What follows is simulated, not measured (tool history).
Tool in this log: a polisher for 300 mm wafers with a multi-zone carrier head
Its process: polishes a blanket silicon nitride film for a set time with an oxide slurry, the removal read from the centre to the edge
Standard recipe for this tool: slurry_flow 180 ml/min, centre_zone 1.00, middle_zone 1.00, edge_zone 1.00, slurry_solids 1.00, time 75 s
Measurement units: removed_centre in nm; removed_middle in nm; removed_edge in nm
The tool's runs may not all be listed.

run     day  slurry_flow  centre_zone  middle_zone  edge_zone  slurry_solids  time  incoming thickness of the incoming film, nm  removed_centre  removed_middle  removed_edge
  1   0.000          180         1.00         1.00       1.00           1.00    69                                        357.5            44.0            43.7          46.1
  2   0.612          180         1.00         1.00       1.00           1.00    69                                        355.0            44.0            43.6          46.5
  3   1.154          180         1.00         1.00       1.00           1.00    75                                        362.9            47.4            47.5          49.7
  4   2.167          180         1.00         1.00       1.00           1.00    75                                        355.6            47.7            46.9          50.1
      4.179  -- carrier head's membrane replaced by a new one
  5   4.229          180         1.00         1.00       1.00           1.00    75                                        359.2            46.9            46.6          49.3
  6   4.750          180         1.00         1.00       1.00           1.00    75                                        358.6            47.2            46.3          48.8
  7   5.021          180         1.00         1.00       1.00           1.00    75                                        357.0            47.2            47.2          49.2
      5.300  -- centre zone pressure recalibrated
      5.433  -- worn pad replaced by a new one
      5.496  -- slurry nozzle cleaned
  8   5.517          180         1.00         1.00       1.00           1.00    75                                        358.1            51.8            51.4          53.1
  9   6.029          180         1.00         1.00       1.00           1.00    75                                        360.5            51.4            50.8          52.7
      6.362  -- edge zone pressure recalibrated
 10   6.567          180         1.00         1.00       1.00           1.00    75                                        361.8            50.9            50.7          53.3
 11   7.150          180         1.00         0.97       1.00           1.00    75                                        361.2            51.0            49.2          52.9
 12   7.821          205         1.00         1.09       1.00           1.00    75                                        358.8            52.5            55.8          53.3
 13   8.133          145         0.95         1.00       1.00           1.15    75                                        360.5            49.9            52.5          54.8
 14   8.596          180         1.00         1.00       1.00           1.00    97                                        366.2            64.9            64.4          68.8
 15   8.921          180         1.00         1.00       1.00           1.00    75                                        360.1            50.8            49.7          51.5
 16   9.329          180         0.97         1.06       1.08           1.00    65                                        363.0            42.6            46.3          47.0
 17   9.600          130         1.00         1.00       1.00           1.00    75                                        356.5            47.7            47.4          50.2
 18  10.133          180         1.00         1.00       1.00           1.00    75                                        356.3            51.0            51.0          52.1
 19  10.404          200         1.00         0.93       1.00           1.20    75                                        367.6            56.8            52.3          57.7
 20  11.067          180         1.10         1.00       1.09           1.00    89                                        362.5            65.7            60.2          64.8
 21  11.667          220         1.11         1.00       1.00           1.10    64                                        359.9            52.5            46.6          48.0
 22  12.150          130         1.00         1.00       0.94           0.90    75                                        360.1            45.8            45.1          46.6
 23  12.583          145         1.00         0.94       1.00           1.30    75                                        358.2            55.1            51.8          58.1

Some steps in removed_centre between neighbouring runs. How much of each would the tool show without its hidden state too (settings, what came in, random variation), and how much is left for the hidden state, with any gauge scatter that isn't in both results?
Hidden state at play: removal rate lost through wear of the pad, %; slurry flow missing at the pad, %; deviation of the centre zone's pressure from its setpoint, %; deviation of the edge zone's pressure from its setpoint, %.
Run 2 -> 3: time 69 -> 75. removed_centre +3.4 nm: hidden state -0.4, all else +3.8.
Run 7 -> 8: centre zone pressure recalibrated, worn pad replaced by a new one, slurry nozzle cleaned. removed_centre +4.6 nm: hidden state +5.0, all else -0.4.
Run 13 -> 14: slurry_flow 145 -> 180, centre_zone 0.95 -> 1.00, slurry_solids 1.15 -> 1.00, time 75 -> 97. removed_centre +15.0 nm: hidden state -0.1, all else +15.1.
Run 14 -> 15: time 97 -> 75. removed_centre -14.1 nm: hidden state +0.1, all else -14.2.

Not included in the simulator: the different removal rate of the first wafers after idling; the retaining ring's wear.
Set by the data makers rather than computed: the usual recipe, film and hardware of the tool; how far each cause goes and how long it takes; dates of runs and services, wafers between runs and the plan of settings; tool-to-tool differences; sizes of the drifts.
